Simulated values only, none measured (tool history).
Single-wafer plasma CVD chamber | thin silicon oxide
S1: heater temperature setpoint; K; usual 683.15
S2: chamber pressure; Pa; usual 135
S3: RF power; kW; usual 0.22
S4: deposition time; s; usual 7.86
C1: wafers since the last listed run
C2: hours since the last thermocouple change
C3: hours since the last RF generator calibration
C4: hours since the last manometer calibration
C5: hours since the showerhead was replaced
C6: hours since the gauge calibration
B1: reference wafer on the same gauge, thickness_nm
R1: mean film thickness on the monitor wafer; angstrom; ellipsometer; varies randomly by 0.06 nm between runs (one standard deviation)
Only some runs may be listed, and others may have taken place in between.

{"run": 1, "hour": 0.0, "S1": 683.15, "S2": 135, "S3": 0.22, "S4": 7.86, "C1": 0, "C2": 2102.9, "C3": 1626, "C4": 2405.8, "C5": 2645.4, "C6": 1989.4, "B1": 15.297, "R1": 147.12}
{"run": 2, "hour": 75.2, "S1": 683.15, "S2": 135, "S3": 0.22, "S4": 7.86, "C1": 1532, "C2": 2178.1, "C3": 1701.2, "C4": 2481, "C5": 2720.6, "C6": 2064.6, "B1": 15.301, "R1": 147.33}
{"run": 3, "hour": 180.3, "S1": 683.15, "S2": 135, "S3": 0.25, "S4": 7.86, "C1": 2141, "C2": 2283.2, "C3": 1806.3, "C4": 2586.1, "C5": 2825.7, "C6": 2169.7, "B1": 15.292, "R1": 152.27}
{"hour": 258.7, "done": "RF generator calibrated"}
{"run": 4, "hour": 266.5, "S1": 683.15, "S2": 135, "S3": 0.25, "S4": 7.86, "C1": 1593, "C2": 2369.4, "C3": 7.8, "C4": 2672.3, "C5": 2911.9, "C6": 2255.9, "B1": 15.307, "R1": 151.19}
{"hour": 306.6, "done": "capacitance manometer re-zeroed and calibrated"}
{"run": 5, "hour": 347.5, "S1": 683.15, "S2": 135, "S3": 0.22, "S4": 7.86, "C1": 1487, "C2": 2450.4, "C3": 88.8, "C4": 40.9, "C5": 2992.9, "C6": 2336.9, "B1": 15.289, "R1": 150.51}
{"run": 6, "hour": 438.8, "S1": 683.15, "S2": 135, "S3": 0.22, "S4": 7.86, "C1": 1860, "C2": 2541.7, "C3": 180.1, "C4": 132.2, "C5": 3084.2, "C6": 2428.2, "B1": 15.317, "R1": 150.47}
{"run": 7, "hour": 523.0, "S1": 683.15, "S2": 135, "S3": 0.22, "S4": 7.86, "C1": 1715, "C2": 2625.9, "C3": 264.3, "C4": 216.4, "C5": 3168.4, "C6": 2512.4, "B1": 15.303, "R1": 150.67}
{"run": 8, "hour": 576.9, "S1": 683.15, "S2": 135, "S3": 0.22, "S4": 7.86, "C1": 1098, "C2": 2679.8, "C3": 318.2, "C4": 270.3, "C5": 3222.3, "C6": 2566.3, "B1": 15.304, "R1": 150.98}
{"hour": 655.5, "done": "gauge calibrated"}
{"run": 9, "hour": 681.8, "S1": 674.15, "S2": 135, "S3": 0.205, "S4": 7.86, "C1": 2137, "C2": 2784.7, "C3": 423.1, "C4": 375.2, "C5": 3327.2, "C6": 26.3, "B1": 15.298, "R1": 147.94}
{"run": 10, "hour": 718.5, "S1": 683.15, "S2": 135, "S3": 0.22, "S4": 7.86, "C1": 747, "C2": 2821.4, "C3": 459.8, "C4": 411.9, "C5": 3363.9, "C6": 63, "B1": 15.293, "R1": 149.02}
{"run": 11, "hour": 818.6, "S1": 683.15, "S2": 135, "S3": 0.22, "S4": 7.86, "C1": 2039, "C2": 2921.5, "C3": 559.9, "C4": 512, "C5": 3464, "C6": 163.1, "B1": 15.296, "R1": 149.5}
{"hour": 887.1, "done": "thermocouple changed; heater temperature recalibrated"}
{"run": 12, "hour": 887.6, "S1": 683.15, "S2": 135, "S3": 0.22, "S4": 7.86, "C1": 1243, "C2": 0.5, "C3": 628.9, "C4": 581, "C5": 3533, "C6": 232.1, "B1": 15.298, "R1": 149.35}
{"run": 13, "hour": 929.6, "S1": 693.15, "S2": 160, "S3": 0.195, "S4": 8.9, "C1": 855, "C2": 42.5, "C3": 670.9, "C4": 623, "C5": 3575, "C6": 274.1, "B1": 15.307, "R1": 180.4}
{"run": 14, "hour": 1023.2, "S1": 683.15, "S2": 168, "S3": 0.205, "S4": 7.86, "C1": 1907, "C2": 136.1, "C3": 764.5, "C4": 716.6, "C5": 3668.6, "C6": 367.7, "B1": 15.292, "R1": 166.64}
{"run": 15, "hour": 1131.0, "S1": 692.15, "S2": 157, "S3": 0.205, "S4": 6.87, "C1": 2196, "C2": 243.9, "C3": 872.3, "C4": 824.4, "C5": 3776.4, "C6": 475.5, "B1": 15.297, "R1": 139.87}
{"hour": 1199.5, "done": "showerhead replaced, of another model than before"}
{"run": 16, "hour": 1201.8, "S1": 683.15, "S2": 109, "S3": 0.22, "S4": 7.35, "C1": 1279, "C2": 314.7, "C3": 943.1, "C4": 895.2, "C5": 2.3, "C6": 546.3, "B1": 15.3, "R1": 110.27}
{"run": 17, "hour": 1249.4, "S1": 683.15, "S2": 124, "S3": 0.185, "S4": 7.86, "C1": 970, "C2": 362.3, "C3": 990.7, "C4": 942.8, "C5": 49.9, "C6": 593.9, "B1": 15.313, "R1": 132.21}
{"run": 18, "hour": 1325.8, "S1": 668.15, "S2": 159, "S3": 0.24, "S4": 7.2, "C1": 1556, "C2": 438.7, "C3": 1067.1, "C4": 1019.2, "C5": 126.3, "C6": 670.3, "B1": 15.316, "R1": 159.64}
{"run": 19, "hour": 1429.6, "S1": 693.15, "S2": 135, "S3": 0.23, "S4": 7.86, "C1": 2115, "C2": 542.5, "C3": 1170.9, "C4": 1123, "C5": 230.1, "C6": 774.1, "B1": 15.301, "R1": 149.69}
{"run": 20, "hour": 1506.5, "S1": 683.15, "S2": 135, "S3": 0.22, "S4": 7.86, "C1": 1567, "C2": 619.4, "C3": 1247.8, "C4": 1199.9, "C5": 307, "C6": 851, "B1": 15.301, "R1": 148.83}
{"run": 21, "hour": 1599.3, "S1": 683.15, "S2": 151, "S3": 0.22, "S4": 7.86, "C1": 1891, "C2": 712.2, "C3": 1340.6, "C4": 1292.7, "C5": 399.8, "C6": 943.8, "B1": 15.302, "R1": 163.48}
{"run": 22, "hour": 1668.9, "S1": 683.15, "S2": 135, "S3": 0.22, "S4": 7.86, "C1": 1418, "C2": 781.8, "C3": 1410.2, "C4": 1362.3, "C5": 469.4, "C6": 1013.4, "B1": 15.299, "R1": 147.85}
{"run": 23, "hour": 1710.2, "S1": 683.15, "S2": 135, "S3": 0.195, "S4": 9.21, "C1": 841, "C2": 823.1, "C3": 1451.5, "C4": 1403.6, "C5": 510.7, "C6": 1054.7, "B1": 15.298, "R1": 169.79}

Estimate the outcome of run 24 from the log above:
{"run": 24, "hour": 1783.9, "S1": 683.15, "S2": 135, "S3": 0.22, "S4": 7.86, "C1": 1501, "C2": 896.8, "C3": 1525.2, "C4": 1477.3, "C5": 584.4, "C6": 1128.4, "B1": "?", "R1": "?"}

Run 24 came out at B1 15.288, R1 148.38 angstrom.
With the hidden condition absent and the run-to-run variation left alone, this run would have shown R1 150.18 angstrom.
